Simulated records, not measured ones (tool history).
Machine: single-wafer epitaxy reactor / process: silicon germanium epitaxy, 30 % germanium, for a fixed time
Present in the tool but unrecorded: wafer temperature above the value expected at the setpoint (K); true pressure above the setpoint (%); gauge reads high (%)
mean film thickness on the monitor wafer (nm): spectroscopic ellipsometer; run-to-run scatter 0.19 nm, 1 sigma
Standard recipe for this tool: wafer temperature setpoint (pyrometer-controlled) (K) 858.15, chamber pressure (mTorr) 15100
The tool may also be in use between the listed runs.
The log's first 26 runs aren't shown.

| run | hour | wafer temperature setpoint (pyrometer-controlled) (K) | chamber pressure (mTorr) | wafers since the last listed run | hours since the last pyrometer calibration | hours since the last manometer calibration | hours since the showerhead was replaced | hours since the gauge calibration | read-back reference wafer on the same gauge, thickness_nm | mean film thickness on the monitor wafer (nm) |
|---|---|---|---|---|---|---|---|---|---|---|
| 27 | 2385.4 | 864.15 | 18700 | 1291 | 1429.6 | 391.2 | 1722.6 | 1636.6 | 46.718 | 51.536 |
| 28 | 2432.9 | 858.15 | 18200 | 588 | 1477.1 | 438.7 | 1770.1 | 1684.1 | 46.655 | 44.825 |
| 29 | 2475.5 | 858.15 | 15100 | 527 | 1519.7 | 481.3 | 1812.7 | 1726.7 | 46.677 | 42.503 |
| 30 | 2522.1 | 858.15 | 15100 | 577 | 1566.3 | 527.9 | 1859.3 | 1773.3 | 46.666 | 42.792 |
| 31 | 2674.6 | 866.15 | 13100 | 1889 | 1718.8 | 680.4 | 2011.8 | 1925.8 | 46.649 | 49.098 |
| 32 | 2746.3 | 867.15 | 15100 | 888 | 1790.5 | 752.1 | 2083.5 | 1997.5 | 46.779 | 51.987 |
| 33 | 2823.5 | 863.15 | 16300 | 956 | 1867.7 | 829.3 | 2160.7 | 2074.7 | 46.598 | 48.998 |
|  | 2871.3 | pyrometer calibrated |
| 34 | 2871.8 | 872.15 | 15100 | 499 | 0.5 | 877.6 | 2209.0 | 2123.0 | 46.712 | 54.311 |

5 options for the next run, each taken on its own from the tool as it stands now. Forecast them:
| A | 2872.2 | 858.15 | 15100 | 4 | 0.9 | 878.0 | 2209.4 | 2123.4 | ? | ? |
| B | 2872.2 | 864.15 | 13300 | 4 | 0.9 | 878.0 | 2209.4 | 2123.4 | ? | ? |
| C | 2872.2 | 873.15 | 18000 | 4 | 0.9 | 878.0 | 2209.4 | 2123.4 | ? | ? |
| D | 2872.2 | 862.15 | 18800 | 4 | 0.9 | 878.0 | 2209.4 | 2123.4 | ? | ? |
| E | 2872.2 | 846.15 | 17400 | 4 | 0.9 | 878.0 | 2209.4 | 2123.4 | ? | ? |

| run | read-back reference wafer on the same gauge, thickness_nm | mean film thickness on the monitor wafer (nm) |
|---|---|---|
| A | 46.711 | 40.508 |
| B | 46.711 | 44.374 |
| C | 46.711 | 58.716 |
| D | 46.711 | 47.216 |
| E | 46.711 | 32.505 |
With no hidden state in the tool, these same runs would have given:
| run | mean film thickness on the monitor wafer (nm) |
|---|---|
| A | 40.991 |
| B | 44.894 |
| C | 59.388 |
| D | 47.773 |
| E | 32.905 |
